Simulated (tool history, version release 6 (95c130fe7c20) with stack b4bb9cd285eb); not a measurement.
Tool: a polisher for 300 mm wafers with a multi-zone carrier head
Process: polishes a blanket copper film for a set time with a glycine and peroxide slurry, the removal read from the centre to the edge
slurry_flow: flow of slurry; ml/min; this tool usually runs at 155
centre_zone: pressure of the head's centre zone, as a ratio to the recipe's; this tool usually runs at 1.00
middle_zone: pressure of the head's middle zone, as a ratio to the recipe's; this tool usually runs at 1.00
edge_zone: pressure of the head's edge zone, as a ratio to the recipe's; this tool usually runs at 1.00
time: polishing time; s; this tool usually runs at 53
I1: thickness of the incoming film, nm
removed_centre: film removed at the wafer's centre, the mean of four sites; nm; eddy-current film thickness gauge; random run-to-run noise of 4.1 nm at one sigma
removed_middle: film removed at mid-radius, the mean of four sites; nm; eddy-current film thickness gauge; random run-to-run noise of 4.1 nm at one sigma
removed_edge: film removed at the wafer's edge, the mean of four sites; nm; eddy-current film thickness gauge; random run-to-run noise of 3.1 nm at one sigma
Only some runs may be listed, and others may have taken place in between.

run 1 hour=0.0 | slurry_flow=155 centre_zone=1.00 middle_zone=1.00 edge_zone=1.00 time=53 | I1=1725.3 | removed_centre=274.0 removed_middle=276.6 removed_edge=276.8
run 2 hour=185.6 | slurry_flow=155 centre_zone=1.00 middle_zone=1.00 edge_zone=1.00 time=60 | I1=1755.0 | removed_centre=290.0 removed_middle=290.4 removed_edge=299.1
run 3 hour=269.3 | slurry_flow=190 centre_zone=1.00 middle_zone=1.00 edge_zone=1.00 time=49 | I1=1744.0 | removed_centre=240.3 removed_middle=240.5 removed_edge=249.0
run 4 hour=335.7 | slurry_flow=180 centre_zone=1.00 middle_zone=0.93 edge_zone=0.88 time=65 | I1=1741.1 | removed_centre=325.0 removed_middle=300.5 removed_edge=305.7
run 5 hour=419.8 | slurry_flow=155 centre_zone=1.00 middle_zone=1.00 edge_zone=1.00 time=53 | I1=1762.2 | removed_centre=254.7 removed_middle=249.9 removed_edge=260.2
run 6 hour=527.3 | slurry_flow=180 centre_zone=1.12 middle_zone=0.95 edge_zone=1.00 time=62 | I1=1732.0 | removed_centre=346.3 removed_middle=291.7 removed_edge=313.1
run 7 hour=626.4 | slurry_flow=155 centre_zone=1.00 middle_zone=1.00 edge_zone=1.00 time=53 | I1=1750.2 | removed_centre=276.9 removed_middle=281.2 removed_edge=277.9
run 8 hour=709.5 | slurry_flow=180 centre_zone=1.00 middle_zone=1.00 edge_zone=1.00 time=53 | I1=1771.9 | removed_centre=265.4 removed_middle=275.4 removed_edge=282.4
run 9 hour=780.0 | slurry_flow=155 centre_zone=1.00 middle_zone=1.00 edge_zone=1.00 time=53 | I1=1734.0 | removed_centre=263.6 removed_middle=258.1 removed_edge=275.4
run 10 hour=845.2 | slurry_flow=190 centre_zone=1.00 middle_zone=0.95 edge_zone=1.00 time=48 | I1=1715.5 | removed_centre=247.1 removed_middle=232.7 removed_edge=245.1
run 11 hour=914.5 | slurry_flow=175 centre_zone=1.00 middle_zone=0.90 edge_zone=0.93 time=42 | I1=1731.6 | removed_centre=204.8 removed_middle=194.1 removed_edge=207.5
run 12 hour=976.5 | slurry_flow=155 centre_zone=1.00 middle_zone=1.00 edge_zone=1.00 time=53 | I1=1716.0 | removed_centre=257.8 removed_middle=258.6 removed_edge=263.5
run 13 hour=1049.2 | slurry_flow=190 centre_zone=1.00 middle_zone=0.95 edge_zone=1.00 time=48 | I1=1737.5 | removed_centre=236.0 removed_middle=225.8 removed_edge=245.6
run 14 hour=1151.4 | slurry_flow=110 centre_zone=0.96 middle_zone=1.00 edge_zone=1.00 time=53 | I1=1752.2 | removed_centre=228.8 removed_middle=240.5 removed_edge=246.0
run 15 hour=1193.7 | slurry_flow=155 centre_zone=1.07 middle_zone=0.92 edge_zone=1.07 time=68 | I1=1748.3 | removed_centre=346.4 removed_middle=302.2 removed_edge=344.4
run 16 hour=1280.3 | slurry_flow=135 centre_zone=1.00 middle_zone=1.00 edge_zone=1.00 time=53 | I1=1742.8 | removed_centre=264.5 removed_middle=265.0 removed_edge=270.2
run 17 hour=1346.9 | slurry_flow=135 centre_zone=1.00 middle_zone=0.94 edge_zone=1.11 time=48 | I1=1739.7 | removed_centre=229.0 removed_middle=222.2 removed_edge=252.3
run 18 hour=1432.1 | slurry_flow=200 centre_zone=1.00 middle_zone=1.00 edge_zone=1.07 time=53 | I1=1773.8 | removed_centre=269.1 removed_middle=276.7 removed_edge=280.9
run 19 hour=1479.6 | slurry_flow=125 centre_zone=1.03 middle_zone=1.09 edge_zone=1.11 time=53 | I1=1740.4 | removed_centre=260.3 removed_middle=269.2 removed_edge=274.1
run 20 hour=1518.8 | slurry_flow=155 centre_zone=1.00 middle_zone=1.00 edge_zone=1.00 time=61 | I1=1765.7 | removed_centre=295.1 removed_middle=300.7 removed_edge=303.6
run 21 hour=1620.6 | slurry_flow=155 centre_zone=0.94 middle_zone=1.00 edge_zone=1.00 time=53 | I1=1733.9 | removed_centre=235.8 removed_middle=256.0 removed_edge=263.0
run 22 hour=1715.6 | slurry_flow=155 centre_zone=1.00 middle_zone=1.00 edge_zone=1.00 time=53 | I1=1763.3 | removed_centre=256.9 removed_middle=248.3 removed_edge=261.2

Not shown: 9 entries that the log had between the listed runs. Between which runs, and how does the tool's hidden state differ before and after?
After run 2, before run 3: edge zone pressure recalibrated (hour 190.7)
  removal rate lost through wear of the pad, %: 6.71 -> 7.7
  measured minus no-state result, removed_centre: -20.9 -> -20.0 nm; removed_middle: -20.9 -> -20.0 nm; removed_edge: -21.5 -> -20.8 nm
After run 5, before run 6: slurry nozzle cleaned (hour 495.3)
  removal rate lost through wear of the pad, %: 8.78 -> 9.22
  measured minus no-state result, removed_centre: -24.5 -> -35.2 nm; removed_middle: -24.0 -> -29.7 nm; removed_edge: -25.1 -> -31.8 nm
After run 6, before run 7: worn pad replaced by a new one (hour 596.9)
  removal rate lost through wear of the pad, %: 9.22 -> 1.19
  measured minus no-state result, removed_centre: -35.2 -> -3.3 nm; removed_middle: -29.7 -> -3.4 nm; removed_edge: -31.8 -> -3.3 nm
After run 7, before run 8: carrier head's membrane replaced by a new one (hour 693.1)
  removal rate lost through wear of the pad, %: 1.19 -> 3.69
  measured minus no-state result, removed_centre: -3.3 -> -10.2 nm; removed_middle: -3.4 -> -10.5 nm; removed_edge: -3.3 -> -10.9 nm
After run 9, before run 10: edge zone pressure recalibrated (hour 789.8)
  removal rate lost through wear of the pad, %: 5.22 -> 6.27
  measured minus no-state result, removed_centre: -14.6 -> -16.6 nm; removed_middle: -14.2 -> -15.6 nm; removed_edge: -15.1 -> -16.4 nm
After run 10, before run 11: centre zone pressure recalibrated (hour 890.6)
  removal rate lost through wear of the pad, %: 6.27 -> 7.11
  measured minus no-state result, removed_centre: -16.6 -> -15.7 nm; removed_middle: -15.6 -> -14.9 nm; removed_edge: -16.4 -> -15.9 nm
After run 15, before run 16: worn pad replaced by a new one (hour 1208.4); slurry nozzle cleaned (hour 1254.3)
  removal rate lost through wear of the pad, %: 8.8 -> 2.52
  measured minus no-state result, removed_centre: -33.5 -> -6.8 nm; removed_middle: -29.1 -> -6.9 nm; removed_edge: -33.3 -> -7.0 nm
After run 18, before run 19: edge zone pressure recalibrated (hour 1461.6)
  removal rate lost through wear of the pad, %: 5.85 -> 6.52
  measured minus no-state result, removed_centre: -16.7 -> -18.2 nm; removed_middle: -17.3 -> -18.8 nm; removed_edge: -17.5 -> -19.2 nm
